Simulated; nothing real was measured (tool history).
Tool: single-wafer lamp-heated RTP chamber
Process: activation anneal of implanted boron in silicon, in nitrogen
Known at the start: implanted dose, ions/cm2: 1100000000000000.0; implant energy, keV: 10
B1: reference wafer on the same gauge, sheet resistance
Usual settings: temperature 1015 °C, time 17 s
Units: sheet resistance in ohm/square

{"run": 1, "day": 0.0, "temperature": 1015, "time": 12, "B1": 135.27, "sheet resistance": 121.76}
{"run": 2, "day": 3.662, "temperature": 1015, "time": 12, "B1": 135.02, "sheet resistance": 120.33}
{"run": 3, "day": 4.25, "temperature": 1015, "time": 17, "B1": 134.93, "sheet resistance": 120.03}
{"run": 4, "day": 5.662, "temperature": 1015, "time": 17, "B1": 135.12, "sheet resistance": 119.13}
{"run": 5, "day": 6.212, "temperature": 1027, "time": 17, "B1": 134.92, "sheet resistance": 115.71}
{"run": 6, "day": 7.212, "temperature": 1027, "time": 17, "B1": 134.63, "sheet resistance": 116.53}
{"run": 7, "day": 7.788, "temperature": 1027, "time": 17, "B1": 134.61, "sheet resistance": 116.59}
{"run": 8, "day": 8.854, "temperature": 1015, "time": 20, "B1": 134.56, "sheet resistance": 118.22}
{"run": 9, "day": 9.404, "temperature": 1015, "time": 20, "B1": 134.31, "sheet resistance": 117.49}
{"run": 10, "day": 9.95, "temperature": 1015, "time": 17, "B1": 134.23, "sheet resistance": 117.79}
{"day": 10.396, "done": "reflector plate cleaned"}
{"run": 11, "day": 10.846, "temperature": 1015, "time": 21, "B1": 134.24, "sheet resistance": 117.13}
{"run": 12, "day": 11.938, "temperature": 1015, "time": 21, "B1": 134.26, "sheet resistance": 118.03}
{"run": 13, "day": 12.762, "temperature": 1015, "time": 17, "B1": 133.84, "sheet resistance": 118.26}
{"run": 14, "day": 13.921, "temperature": 1015, "time": 17, "B1": 133.95, "sheet resistance": 118.4}
{"run": 15, "day": 15.046, "temperature": 1015, "time": 17, "B1": 133.59, "sheet resistance": 117.26}
{"run": 16, "day": 16.121, "temperature": 1015, "time": 17, "B1": 133.22, "sheet resistance": 117.73}
{"run": 17, "day": 16.692, "temperature": 997, "time": 25, "B1": 133.15, "sheet resistance": 120.76}
{"run": 18, "day": 17.683, "temperature": 1015, "time": 11, "B1": 132.77, "sheet resistance": 120.0}
{"run": 19, "day": 18.396, "temperature": 1015, "time": 27, "B1": 132.8, "sheet resistance": 116.54}
{"run": 20, "day": 19.204, "temperature": 1038, "time": 14, "B1": 132.58, "sheet resistance": 112.65}
{"run": 21, "day": 20.062, "temperature": 1015, "time": 17, "B1": 132.66, "sheet resistance": 117.02}
{"run": 22, "day": 20.712, "temperature": 1015, "time": 17, "B1": 132.17, "sheet resistance": 117.51}
{"day": 21.775, "done": "pyrometer window cleaned and pyrometer calibrated"}
{"run": 23, "day": 22.196, "temperature": 1004, "time": 9, "B1": 131.66, "sheet resistance": 124.32}
{"day": 22.721, "done": "gauge calibrated"}
{"run": 24, "day": 22.883, "temperature": 1027, "time": 9, "B1": 135.48, "sheet resistance": 119.99}
{"run": 25, "day": 24.029, "temperature": 995, "time": 24, "B1": 135.66, "sheet resistance": 124.44}
{"run": 26, "day": 24.575, "temperature": 995, "time": 9, "B1": 135.92, "sheet resistance": 132.4}
{"run": 27, "day": 26.075, "temperature": 1042, "time": 12, "B1": 135.6, "sheet resistance": 115.53}
{"run": 28, "day": 27.383, "temperature": 991, "time": 23, "B1": 135.85, "sheet resistance": 126.89}
{"run": 29, "day": 28.479, "temperature": 1036, "time": 17, "B1": 135.54, "sheet resistance": 115.45}
{"run": 30, "day": 29.688, "temperature": 992, "time": 26, "B1": 135.58, "sheet resistance": 126.13}

5 ways to go on from here, each from the tool as it stands after run 30. What would each give?
{"run": "A", "day": 29.704, "temperature": 1015, "time": 17, "B1": "?", "sheet resistance": "?"}
{"run": "B", "day": 29.704, "temperature": 1040, "time": 24, "B1": "?", "sheet resistance": "?"}
{"run": "C", "day": 29.704, "temperature": 993, "time": 23, "B1": "?", "sheet resistance": "?"}
{"run": "D", "day": 29.704, "temperature": 1036, "time": 9, "B1": "?", "sheet resistance": "?"}
{"run": "E", "day": 29.704, "temperature": 998, "time": 27, "B1": "?", "sheet resistance": "?"}

run=A B1=135.63 sheet_resistance=119.74
run=B B1=135.63 sheet_resistance=111.77
run=C B1=135.63 sheet_resistance=125.46
run=D B1=135.63 sheet_resistance=117.36
run=E B1=135.63 sheet_resistance=122.59
Without the tool's hidden state the same runs would have given:
run=A sheet_resistance=120.19
run=B sheet_resistance=112.19
run=C sheet_resistance=125.93
run=D sheet_resistance=117.80
run=E sheet_resistance=123.06
